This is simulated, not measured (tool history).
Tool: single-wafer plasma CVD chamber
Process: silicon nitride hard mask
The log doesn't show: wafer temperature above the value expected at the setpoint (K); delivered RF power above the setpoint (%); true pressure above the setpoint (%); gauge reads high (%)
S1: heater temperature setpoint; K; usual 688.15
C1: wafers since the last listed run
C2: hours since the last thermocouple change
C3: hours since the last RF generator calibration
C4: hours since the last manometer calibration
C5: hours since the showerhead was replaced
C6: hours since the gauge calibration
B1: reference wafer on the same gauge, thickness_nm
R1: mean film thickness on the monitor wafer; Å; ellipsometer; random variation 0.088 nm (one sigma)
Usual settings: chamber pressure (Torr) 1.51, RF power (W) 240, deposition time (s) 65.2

run 1 hour=0.0 | S1=688.15 chamber_pressure_(Torr)=1.51 RF_power_(W)=270 deposition_time_(s)=65.2 | C1=0 C2=1625.4 C3=2546.7 C4=2974.6 C5=6323.2 C6=91.1 | B1=69.050 | R1=593.97
-- hour=24.1 gauge calibrated
run 2 hour=39.7 | S1=688.15 chamber_pressure_(Torr)=1.51 RF_power_(W)=270 deposition_time_(s)=65.2 | C1=433 C2=1665.1 C3=2586.4 C4=3014.3 C5=6362.9 C6=15.6 | B1=69.057 | R1=593.73
run 3 hour=53.6 | S1=688.15 chamber_pressure_(Torr)=1.51 RF_power_(W)=270 deposition_time_(s)=65.2 | C1=151 C2=1679.0 C3=2600.3 C4=3028.2 C5=6376.8 C6=29.5 | B1=69.027 | R1=591.23
run 4 hour=60.8 | S1=688.15 chamber_pressure_(Torr)=1.28 RF_power_(W)=240 deposition_time_(s)=65.2 | C1=78 C2=1686.2 C3=2607.5 C4=3035.4 C5=6384.0 C6=36.7 | B1=69.015 | R1=518.50
run 5 hour=69.2 | S1=699.15 chamber_pressure_(Torr)=1.51 RF_power_(W)=240 deposition_time_(s)=57.0 | C1=91 C2=1694.6 C3=2615.9 C4=3043.8 C5=6392.4 C6=45.1 | B1=69.044 | R1=462.17
run 6 hour=81.0 | S1=699.15 chamber_pressure_(Torr)=1.51 RF_power_(W)=240 deposition_time_(s)=57.0 | C1=128 C2=1706.4 C3=2627.7 C4=3055.6 C5=6404.2 C6=56.9 | B1=69.041 | R1=461.30
-- hour=94.2 thermocouple changed; heater temperature recalibrated
-- hour=98.6 showerhead replaced, of another model than before
run 7 hour=99.1 | S1=688.15 chamber_pressure_(Torr)=1.51 RF_power_(W)=240 deposition_time_(s)=65.2 | C1=62 C2=4.9 C3=2645.8 C4=3073.7 C5=0.5 C6=75.0 | B1=68.975 | R1=550.90
run 8 hour=101.2 | S1=682.15 chamber_pressure_(Torr)=1.23 RF_power_(W)=265 deposition_time_(s)=60.3 | C1=22 C2=7.0 C3=2647.9 C4=3075.8 C5=2.6 C6=77.1 | B1=69.046 | R1=511.55
-- hour=109.5 capacitance manometer re-zeroed and calibrated
-- hour=117.0 RF generator calibrated
run 9 hour=117.5 | S1=696.15 chamber_pressure_(Torr)=1.62 RF_power_(W)=220 deposition_time_(s)=52.3 | C1=8 C2=23.3 C3=0.5 C4=8.0 C5=18.9 C6=93.4 | B1=68.961 | R1=451.14
run 10 hour=120.3 | S1=688.15 chamber_pressure_(Torr)=1.82 RF_power_(W)=240 deposition_time_(s)=74.3 | C1=30 C2=26.1 C3=3.3 C4=10.8 C5=21.7 C6=96.2 | B1=68.949 | R1=702.01
run 11 hour=132.9 | S1=688.15 chamber_pressure_(Torr)=1.51 RF_power_(W)=240 deposition_time_(s)=65.2 | C1=137 C2=38.7 C3=15.9 C4=23.4 C5=34.3 C6=108.8 | B1=68.957 | R1=583.92

Forecast run 12:
-- hour=138.8 gauge calibrated
run 12 hour=147.2 | S1=682.15 chamber_pressure_(Torr)=1.51 RF_power_(W)=240 deposition_time_(s)=65.2 | C1=156 C2=53.0 C3=30.2 C4=37.7 C5=48.6 C6=8.4 | B1=? | R1=?

B1: 68.981
R1: 584.95 Å
Without the tool's hidden state the same run would have given R1 587.69 Å.
